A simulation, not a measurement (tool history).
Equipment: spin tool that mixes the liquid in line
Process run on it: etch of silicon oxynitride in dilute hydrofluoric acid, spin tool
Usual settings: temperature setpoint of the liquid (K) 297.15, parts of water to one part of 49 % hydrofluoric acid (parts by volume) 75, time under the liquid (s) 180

run,hour,temperature setpoint of the liquid (K),parts of water to one part of 49 % hydrofluoric acid (parts by volume),time under the liquid (s),wafers since the last listed run,hours since the thermometer was replaced,hours since the hydrofluoric acid flow meter was replaced,hours since the gauge calibration,"read-back film thickness of the silicon oxynitride reference wafer, read on the same gauge (nm)",thickness taken off the silicon oxynitride on a monitor wafer (angstrom)
1,0.0,293.65,50,180,0,1018.0,1003.2,243.9,120.014,44.36
2,69.3,297.15,75,180,421,1087.3,1072.5,313.2,119.988,34.85
3,130.9,297.15,75,180,374,1148.9,1134.1,374.8,119.965,34.63
4,161.4,297.15,75,180,185,1179.4,1164.6,405.3,120.019,34.89
5,189.7,297.15,75,180,172,1207.7,1192.9,433.6,119.981,34.72
6,216.5,297.15,75,180,162,1234.5,1219.7,460.4,120.011,34.45
7,266.0,297.15,75,180,300,1284.0,1269.2,509.9,119.996,34.58
8,291.9,297.15,60,180,157,1309.9,1295.1,535.8,119.990,43.89
9,457.9,297.15,75,180,1008,1475.9,1461.1,701.8,120.015,34.04
10,518.2,297.15,75,180,366,1536.2,1521.4,762.1,120.031,34.33
11,573.7,297.15,75,180,337,1591.7,1576.9,817.6,119.985,34.36
12,627.1,297.15,75,225,324,1645.1,1630.3,871.0,119.988,43.09
13,675.7,297.15,90,140,295,1693.7,1678.9,919.6,119.988,21.54
14,726.7,294.15,75,180,309,1744.7,1729.9,970.6,119.987,29.38
15,762.7,297.15,75,180,218,1780.7,1765.9,1006.6,120.030,33.98
# hour 794.0: hydrofluoric acid flow meter replaced
16,830.7,295.65,55,110,407,1848.7,36.7,1074.6,120.013,28.55
# hour 887.5: gauge calibrated
17,902.4,297.15,75,180,435,1920.4,108.4,14.9,119.996,36.09
# hour 905.3: thermometer replaced
18,962.1,294.65,100,150,356,56.8,168.1,74.6,120.004,19.68
19,1007.6,292.15,55,180,276,102.3,213.6,120.1,119.989,39.06
20,1075.6,299.15,75,180,413,170.3,281.6,188.1,119.981,39.97
21,1116.6,294.15,60,80,249,211.3,322.6,229.1,120.032,17.23
22,1151.3,294.15,75,180,210,246.0,357.3,263.8,119.993,30.67
23,1204.7,292.65,75,260,324,299.4,410.7,317.2,119.996,40.93
24,1269.9,297.15,100,180,396,364.6,475.9,382.4,120.014,26.15
25,1340.9,295.65,45,110,431,435.6,546.9,453.4,119.981,34.54
26,1395.0,297.15,75,180,328,489.7,601.0,507.5,120.003,35.87
27,1456.1,297.15,75,110,371,550.8,662.1,568.6,119.997,21.23
28,1484.8,297.15,75,180,174,579.5,690.8,597.3,119.985,35.46
29,1512.2,292.65,40,145,166,606.9,718.2,624.7,120.019,44.44
30,1539.9,297.15,75,180,168,634.6,745.9,652.4,120.008,35.81
31,1576.9,297.15,75,180,224,671.6,782.9,689.4,119.960,35.17
32,1619.7,297.15,75,180,260,714.4,825.7,732.2,119.953,35.21

5 options for the next run, each taken on its own from the tool as it stands now. Forecast them:
A,1620.2,297.15,110,180,3,714.9,826.2,732.7,?,?
B,1620.2,297.15,65,180,3,714.9,826.2,732.7,?,?
C,1620.2,299.15,75,100,3,714.9,826.2,732.7,?,?
D,1620.2,295.65,75,215,3,714.9,826.2,732.7,?,?
E,1620.2,297.15,45,70,3,714.9,826.2,732.7,?,?

run,"read-back film thickness of the silicon oxynitride reference wafer, read on the same gauge (nm)",thickness taken off the silicon oxynitride on a monitor wafer (angstrom)
A,120.015,22.91
B,120.015,40.30
C,120.015,21.15
D,120.015,38.47
E,120.015,23.03
Had the tool no hidden state, the same runs would have come out as:
run,thickness taken off the silicon oxynitride on a monitor wafer (angstrom)
A,23.70
B,41.66
C,21.88
D,39.77
E,23.79

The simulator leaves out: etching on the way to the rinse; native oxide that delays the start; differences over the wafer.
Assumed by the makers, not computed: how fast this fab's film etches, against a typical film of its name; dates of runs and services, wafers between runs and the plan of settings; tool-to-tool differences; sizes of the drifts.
